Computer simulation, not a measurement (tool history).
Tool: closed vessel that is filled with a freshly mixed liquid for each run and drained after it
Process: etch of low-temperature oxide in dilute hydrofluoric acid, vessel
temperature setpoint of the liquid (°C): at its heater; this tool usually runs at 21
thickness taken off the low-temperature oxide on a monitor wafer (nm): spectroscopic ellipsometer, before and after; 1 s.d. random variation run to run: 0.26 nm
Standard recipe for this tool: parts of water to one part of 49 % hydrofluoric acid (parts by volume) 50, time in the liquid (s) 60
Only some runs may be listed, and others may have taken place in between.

run,hour,temperature setpoint of the liquid (°C),parts of water to one part of 49 % hydrofluoric acid (parts by volume),time in the liquid (s),"read-back film thickness of the low-temperature oxide reference wafer, read on the same gauge (nm)",thickness taken off the low-temperature oxide on a monitor wafer (nm)
1,0,21,50,60,59.96,30.36
2,93.8,22,70,60,60.02,21.78
3,187.7,21,50,60,60.07,29.97
4,224.7,21,60,60,59.96,24.7
5,268.4,21,60,60,60,24.65
6,374.4,21,45,60,60.07,33.64
# hour 468.3: gauge calibrated
7,477,21,50,60,59.97,30.02
8,556,21,50,60,59.98,30.22
9,643.6,21,50,60,60.01,29.96
10,711.3,19,30,70,60,55.29
11,767.3,24,55,35,59.96,18.06
# hour 800.3: hydrofluoric acid flow meter replaced
12,874.7,21,50,60,60.04,29.94
13,930.7,17,35,70,59.96,42.09
14,996.1,21,50,60,59.99,30
15,1097.2,21,50,60,59.97,30.31
16,1200.7,18,60,85,59.96,30.59
17,1292.5,21,30,60,59.96,51.39
18,1339.6,21,40,60,60.03,37.59
# hour 1406.3: thermometer replaced
19,1422.5,21,50,60,60.03,29.66
20,1484.8,21,50,60,60.02,29.94
21,1553.7,21,35,60,60.02,43.78
22,1607.7,24,65,70,59.98,29.85
23,1668.1,19.5,35,30,59.99,20.35
24,1774,21,50,80,60,39.57
25,1838.4,22.5,50,30,60.01,15.97
26,1893.5,25,60,80,60.03,38.8
27,1959.6,21,50,60,60.03,30.17
28,2008.5,19,60,45,60.05,17.28
29,2071.3,21,35,60,59.98,43.76
30,2356.9,24,60,85,59.98,39.33
31,2447.4,24,35,85,60.01,69.97
# hour 2546.6: hydrofluoric acid flow meter replaced
32,2547.7,21,70,85,60.01,29.93

Exercise: give the hidden state of the tool at every run:
liquid colder than its thermometer reads (K): 0, the same for each run
hydrofluoric acid flow above the setpoint (%): 0, the same for each run
gauge reads high (%): 0, the same for each run
